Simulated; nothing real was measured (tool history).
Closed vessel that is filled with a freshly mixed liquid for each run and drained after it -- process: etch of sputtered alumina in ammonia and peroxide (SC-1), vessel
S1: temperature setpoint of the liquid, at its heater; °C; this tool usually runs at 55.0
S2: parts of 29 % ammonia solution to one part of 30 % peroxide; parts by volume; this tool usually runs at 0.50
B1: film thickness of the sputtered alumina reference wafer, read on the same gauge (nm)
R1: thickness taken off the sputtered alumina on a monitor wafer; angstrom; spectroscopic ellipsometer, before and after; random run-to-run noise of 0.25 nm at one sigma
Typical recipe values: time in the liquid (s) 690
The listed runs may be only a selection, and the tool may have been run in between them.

run 1 hour=0.0 | S1=55.0 S2=0.50 time_in_the_liquid_(s)=690 | B1=109.99 | R1=483.1
-- hour=46.9 gauge calibrated
run 2 hour=70.1 | S1=55.0 S2=0.50 time_in_the_liquid_(s)=690 | B1=110.02 | R1=482.7
run 3 hour=126.1 | S1=55.0 S2=0.40 time_in_the_liquid_(s)=1015 | B1=110.05 | R1=692.8
run 4 hour=195.0 | S1=55.0 S2=0.40 time_in_the_liquid_(s)=1015 | B1=110.00 | R1=695.0
run 5 hour=223.5 | S1=55.0 S2=0.40 time_in_the_liquid_(s)=1015 | B1=110.00 | R1=699.7
run 6 hour=272.7 | S1=55.0 S2=0.35 time_in_the_liquid_(s)=690 | B1=110.01 | R1=465.2
run 7 hour=309.1 | S1=55.0 S2=0.35 time_in_the_liquid_(s)=690 | B1=110.04 | R1=467.7
-- hour=331.7 thermometer replaced
run 8 hour=377.1 | S1=55.0 S2=0.50 time_in_the_liquid_(s)=935 | B1=110.01 | R1=655.9
run 9 hour=434.0 | S1=55.0 S2=0.70 time_in_the_liquid_(s)=690 | B1=110.00 | R1=498.4
run 10 hour=505.5 | S1=59.0 S2=0.40 time_in_the_liquid_(s)=820 | B1=109.94 | R1=686.0
run 11 hour=560.3 | S1=49.0 S2=0.70 time_in_the_liquid_(s)=690 | B1=109.99 | R1=360.2
run 12 hour=607.6 | S1=55.0 S2=0.50 time_in_the_liquid_(s)=510 | B1=109.96 | R1=357.6
-- hour=637.2 new drum of ammonia solution connected
run 13 hour=669.8 | S1=51.5 S2=0.35 time_in_the_liquid_(s)=830 | B1=109.97 | R1=466.8
run 14 hour=707.2 | S1=50.0 S2=0.50 time_in_the_liquid_(s)=690 | B1=109.96 | R1=369.8
run 15 hour=738.7 | S1=55.0 S2=0.50 time_in_the_liquid_(s)=690 | B1=109.95 | R1=485.5
run 16 hour=764.0 | S1=55.0 S2=0.50 time_in_the_liquid_(s)=690 | B1=110.03 | R1=482.3
run 17 hour=832.8 | S1=55.0 S2=0.40 time_in_the_liquid_(s)=690 | B1=109.95 | R1=478.5
run 18 hour=864.9 | S1=61.5 S2=0.35 time_in_the_liquid_(s)=1000 | B1=110.02 | R1=957.5
run 19 hour=920.0 | S1=55.0 S2=0.50 time_in_the_liquid_(s)=565 | B1=109.98 | R1=397.7
run 20 hour=973.0 | S1=45.0 S2=0.50 time_in_the_liquid_(s)=690 | B1=109.99 | R1=279.3
run 21 hour=1039.2 | S1=47.0 S2=0.50 time_in_the_liquid_(s)=690 | B1=109.93 | R1=313.2
run 22 hour=1068.2 | S1=49.5 S2=0.40 time_in_the_liquid_(s)=320 | B1=110.02 | R1=164.4
run 23 hour=1121.4 | S1=55.0 S2=0.50 time_in_the_liquid_(s)=470 | B1=110.03 | R1=330.4
run 24 hour=1154.2 | S1=55.0 S2=0.35 time_in_the_liquid_(s)=690 | B1=110.00 | R1=467.3
run 25 hour=1224.3 | S1=52.5 S2=0.40 time_in_the_liquid_(s)=990 | B1=110.01 | R1=598.4
run 26 hour=1287.8 | S1=55.0 S2=0.50 time_in_the_liquid_(s)=690 | B1=110.00 | R1=485.1
-- hour=1303.1 new drum of ammonia solution connected
run 27 hour=1313.4 | S1=55.0 S2=0.35 time_in_the_liquid_(s)=420 | B1=110.01 | R1=283.8
run 28 hour=1374.2 | S1=55.0 S2=0.30 time_in_the_liquid_(s)=690 | B1=110.01 | R1=460.9
run 29 hour=1445.0 | S1=62.5 S2=0.30 time_in_the_liquid_(s)=495 | B1=110.01 | R1=487.4

Alternative continuations, all from the tool just after run 29; predict every row:
run A hour=1445.8 | S1=46.5 S2=0.50 time_in_the_liquid_(s)=690 | B1=? | R1=?
run B hour=1445.8 | S1=55.0 S2=0.50 time_in_the_liquid_(s)=555 | B1=? | R1=?
run C hour=1445.8 | S1=61.5 S2=0.30 time_in_the_liquid_(s)=690 | B1=? | R1=?

run=A B1=110.00 R1=304.7
run=B B1=110.00 R1=390.3
run=C B1=110.00 R1=648.2
What these runs would have given with no unlogged condition in the tool:
run=A R1=304.7
run=B R1=390.3
run=C R1=648.2

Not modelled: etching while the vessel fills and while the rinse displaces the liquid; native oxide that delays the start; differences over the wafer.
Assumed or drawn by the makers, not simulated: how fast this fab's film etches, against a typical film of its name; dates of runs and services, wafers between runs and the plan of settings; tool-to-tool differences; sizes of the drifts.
